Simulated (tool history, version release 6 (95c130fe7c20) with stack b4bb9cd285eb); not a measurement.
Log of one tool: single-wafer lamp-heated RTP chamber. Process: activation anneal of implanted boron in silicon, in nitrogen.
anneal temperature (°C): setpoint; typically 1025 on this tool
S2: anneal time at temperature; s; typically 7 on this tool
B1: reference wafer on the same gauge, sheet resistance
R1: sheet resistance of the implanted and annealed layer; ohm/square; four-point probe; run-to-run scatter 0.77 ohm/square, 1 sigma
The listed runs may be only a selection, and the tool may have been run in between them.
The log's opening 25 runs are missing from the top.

run 26 hour=725.3 | anneal_temperature_(°C)=1050 S2=5 | B1=185.63 | R1=166.25
run 27 hour=751.4 | anneal_temperature_(°C)=1025 S2=7 | B1=186.03 | R1=171.84
run 28 hour=774.7 | anneal_temperature_(°C)=1001 S2=3 | B1=186.26 | R1=190.12
run 29 hour=803.4 | anneal_temperature_(°C)=1025 S2=7 | B1=185.71 | R1=172.93
run 30 hour=824.2 | anneal_temperature_(°C)=1033 S2=9 | B1=186.07 | R1=167.26
-- hour=841.5 pyrometer window cleaned and pyrometer calibrated
run 31 hour=844.5 | anneal_temperature_(°C)=1047 S2=9 | B1=186.19 | R1=162.34
run 32 hour=868.2 | anneal_temperature_(°C)=1050 S2=3 | B1=186.17 | R1=170.67
run 33 hour=894.7 | anneal_temperature_(°C)=1025 S2=5 | B1=186.16 | R1=173.01
run 34 hour=910.2 | anneal_temperature_(°C)=996 S2=8 | B1=185.84 | R1=183.01
run 35 hour=927.2 | anneal_temperature_(°C)=1013 S2=8 | B1=186.10 | R1=175.99
run 36 hour=959.8 | anneal_temperature_(°C)=1044 S2=5 | B1=185.86 | R1=168.24
run 37 hour=986.6 | anneal_temperature_(°C)=1025 S2=7 | B1=185.88 | R1=172.20
run 38 hour=1011.9 | anneal_temperature_(°C)=1025 S2=6 | B1=186.14 | R1=171.96

Here are 3 independent what-if runs from the current tool condition. What would each one return?
run A hour=1012.3 | anneal_temperature_(°C)=1003 S2=7 | B1=? | R1=?
run B hour=1012.3 | anneal_temperature_(°C)=1044 S2=4 | B1=? | R1=?
run C hour=1012.3 | anneal_temperature_(°C)=1050 S2=4 | B1=? | R1=?

run=A B1=186.02 R1=180.31
run=B B1=186.02 R1=169.77
run=C B1=186.02 R1=167.99
With no hidden state in the tool, these same runs would have given:
run=A R1=182.97
run=B R1=171.26
run=C R1=169.45
